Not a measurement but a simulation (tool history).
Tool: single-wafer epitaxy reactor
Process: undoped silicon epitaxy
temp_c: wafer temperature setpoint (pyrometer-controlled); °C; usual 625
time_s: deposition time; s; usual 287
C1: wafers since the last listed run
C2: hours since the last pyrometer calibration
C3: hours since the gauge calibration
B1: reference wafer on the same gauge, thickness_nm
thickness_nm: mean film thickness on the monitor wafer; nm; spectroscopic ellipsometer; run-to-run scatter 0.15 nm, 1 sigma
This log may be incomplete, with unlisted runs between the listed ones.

run 1 hour=0.0 | temp_c=625 time_s=267 | C1=0 C2=1360.8 C3=458.4 | B1=31.094 | thickness_nm=25.278
-- hour=10.5 pyrometer calibrated
run 2 hour=38.1 | temp_c=625 time_s=267 | C1=230 C2=27.6 C3=496.5 | B1=31.087 | thickness_nm=25.144
run 3 hour=136.6 | temp_c=625 time_s=267 | C1=754 C2=126.1 C3=595.0 | B1=31.020 | thickness_nm=25.029
run 4 hour=195.0 | temp_c=625 time_s=287 | C1=447 C2=184.5 C3=653.4 | B1=30.932 | thickness_nm=26.951
run 5 hour=243.2 | temp_c=625 time_s=287 | C1=369 C2=232.7 C3=701.6 | B1=30.875 | thickness_nm=26.772
run 6 hour=294.5 | temp_c=625 time_s=287 | C1=393 C2=284.0 C3=752.9 | B1=30.820 | thickness_nm=26.688
run 7 hour=363.5 | temp_c=615 time_s=287 | C1=528 C2=353.0 C3=821.9 | B1=30.765 | thickness_nm=21.819
run 8 hour=414.1 | temp_c=625 time_s=271 | C1=387 C2=403.6 C3=872.5 | B1=30.699 | thickness_nm=25.339
run 9 hour=478.2 | temp_c=625 time_s=271 | C1=491 C2=467.7 C3=936.6 | B1=30.648 | thickness_nm=25.238
run 10 hour=537.4 | temp_c=625 time_s=322 | C1=453 C2=526.9 C3=995.8 | B1=30.597 | thickness_nm=30.109
run 11 hour=610.1 | temp_c=625 time_s=322 | C1=557 C2=599.6 C3=1068.5 | B1=30.518 | thickness_nm=29.832
run 12 hour=668.4 | temp_c=625 time_s=322 | C1=446 C2=657.9 C3=1126.8 | B1=30.487 | thickness_nm=29.856
run 13 hour=705.1 | temp_c=625 time_s=287 | C1=281 C2=694.6 C3=1163.5 | B1=30.469 | thickness_nm=26.649
run 14 hour=807.8 | temp_c=625 time_s=287 | C1=786 C2=797.3 C3=1266.2 | B1=30.296 | thickness_nm=26.376
run 15 hour=860.6 | temp_c=612 time_s=307 | C1=404 C2=850.1 C3=1319.0 | B1=30.338 | thickness_nm=21.379
run 16 hour=965.5 | temp_c=617 time_s=259 | C1=803 C2=955.0 C3=1423.9 | B1=30.249 | thickness_nm=20.343
-- hour=985.0 gauge calibrated
run 17 hour=1044.9 | temp_c=614 time_s=239 | C1=608 C2=1034.4 C3=59.9 | B1=31.507 | thickness_nm=18.087
run 18 hour=1132.0 | temp_c=625 time_s=287 | C1=667 C2=1121.5 C3=147.0 | B1=31.418 | thickness_nm=27.481
-- hour=1157.6 pyrometer calibrated
run 19 hour=1190.7 | temp_c=625 time_s=304 | C1=388 C2=33.1 C3=205.7 | B1=31.391 | thickness_nm=29.003
run 20 hour=1233.9 | temp_c=625 time_s=287 | C1=331 C2=76.3 C3=248.9 | B1=31.298 | thickness_nm=27.204
run 21 hour=1283.0 | temp_c=625 time_s=236 | C1=376 C2=125.4 C3=298.0 | B1=31.334 | thickness_nm=22.377
run 22 hour=1371.5 | temp_c=632 time_s=313 | C1=678 C2=213.9 C3=386.5 | B1=31.210 | thickness_nm=33.736

Run 23 comes next. What will it give?
run 23 hour=1633.9 | temp_c=634 time_s=259 | C1=2010 C2=476.3 C3=648.9 | B1=? | thickness_nm=?

B1: 30.951
thickness_nm: 29.107 nm
Without the tool's hidden state the same run would have given thickness_nm 29.603 nm.

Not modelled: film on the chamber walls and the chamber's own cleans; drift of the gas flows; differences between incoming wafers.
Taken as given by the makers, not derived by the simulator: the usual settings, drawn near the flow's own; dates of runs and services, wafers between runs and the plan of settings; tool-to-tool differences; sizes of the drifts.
